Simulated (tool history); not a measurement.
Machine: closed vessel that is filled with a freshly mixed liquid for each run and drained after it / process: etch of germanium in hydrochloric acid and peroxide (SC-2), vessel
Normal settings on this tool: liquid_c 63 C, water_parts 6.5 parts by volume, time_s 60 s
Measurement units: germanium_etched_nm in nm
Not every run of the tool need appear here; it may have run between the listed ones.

run,day,liquid_c,water_parts,time_s,"read-back film thickness of the germanium reference wafer, read on the same gauge (nm)",germanium_etched_nm
1,0,63,6.5,35,100.02,136.16
# day 1.308: new drum of peroxide connected
2,1.633,63,6.5,35,100,136.73
3,4.562,63,6.5,60,100,231.19
4,8.917,63,6.5,60,100,230.49
5,12.912,56.5,8.5,60,99.99,187.92
6,15.508,63,4.5,60,100.01,234.11
7,18.642,63,4.5,60,99.99,234.89
8,26.046,63,4.5,60,100,232.28
# day 27.6: chemicals flow meter replaced
9,29.962,63,6.5,70,100.01,267.29
10,31.767,63,6.5,60,99.99,229.15
# day 31.896: thermometer replaced
11,34.596,66,6.5,60,100.05,261
# day 36.954: new drum of peroxide connected
12,37.133,66,6.5,60,99.99,261.06
13,45.946,66,6.5,60,100.01,261.12
14,48.95,63,6.5,60,100.02,238.93
15,53.442,70.5,8.5,85,100.03,404.93
# day 56.262: gauge calibrated
16,57.292,63,6.5,60,99.98,236.21
17,60.062,67.5,7.5,40,100,177.59
18,64.1,72,9,75,100.03,367.87
19,65.758,63,6.5,60,99.98,235.83
20,68.725,56,6.5,80,100.03,255.24
21,72.133,60,4.5,60,100.03,218.75
22,75.783,57.5,7.5,60,100,197.97
23,78.746,57,4,95,100.02,314.94
# day 80.1: new drum of peroxide connected
24,81.596,63,7.5,85,99.98,329.78
25,84.317,69,4,75,99.96,358.31
26,88.15,63,8,60,100.05,230
27,92.071,63,6.5,60,99.95,235.85
28,94.183,53,7.5,90,99.97,256.51
29,96.771,72,8.5,35,100,171.99
30,99.533,63,5,60,99.99,235.19

How would selected steps in germanium_etched_nm from run to run divide? Give the signed amount a tool lacking its hidden state would still show from settings, what came in and random variation, and the signed amount left for the hidden state, including any gauge scatter that is not in both of the compared results.
The tool's hidden condition here consists of: liquid colder than its thermometer reads (K); chemicals flow above the setpoint (%); peroxide weaker than its label (%); gauge reads high (%).
Run 2 -> 3: time_s 35 -> 60. germanium_etched_nm +94.46 nm: hidden state -3.28, all else +97.74.
Run 10 -> 11: liquid_c 63 -> 66, thermometer replaced. germanium_etched_nm +31.85 nm: hidden state +9.23, all else +22.62.
Run 14 -> 15: liquid_c 63 -> 70.5, water_parts 6.5 -> 8.5, time_s 60 -> 85. germanium_etched_nm +166 nm: hidden state -2.19, all else +168.19.
Run 15 -> 16: liquid_c 70.5 -> 63, water_parts 8.5 -> 6.5, time_s 85 -> 60, gauge calibrated. germanium_etched_nm -168.72 nm: hidden state +1.37, all else -170.09.
Run 17 -> 18: liquid_c 67.5 -> 72, water_parts 7.5 -> 9, time_s 40 -> 75. germanium_etched_nm +190.28 nm: hidden state -3.24, all else +193.52.
Run 22 -> 23: liquid_c 57.5 -> 57, water_parts 7.5 -> 4, time_s 60 -> 95. germanium_etched_nm +116.97 nm: hidden state -3.26, all else +120.23.
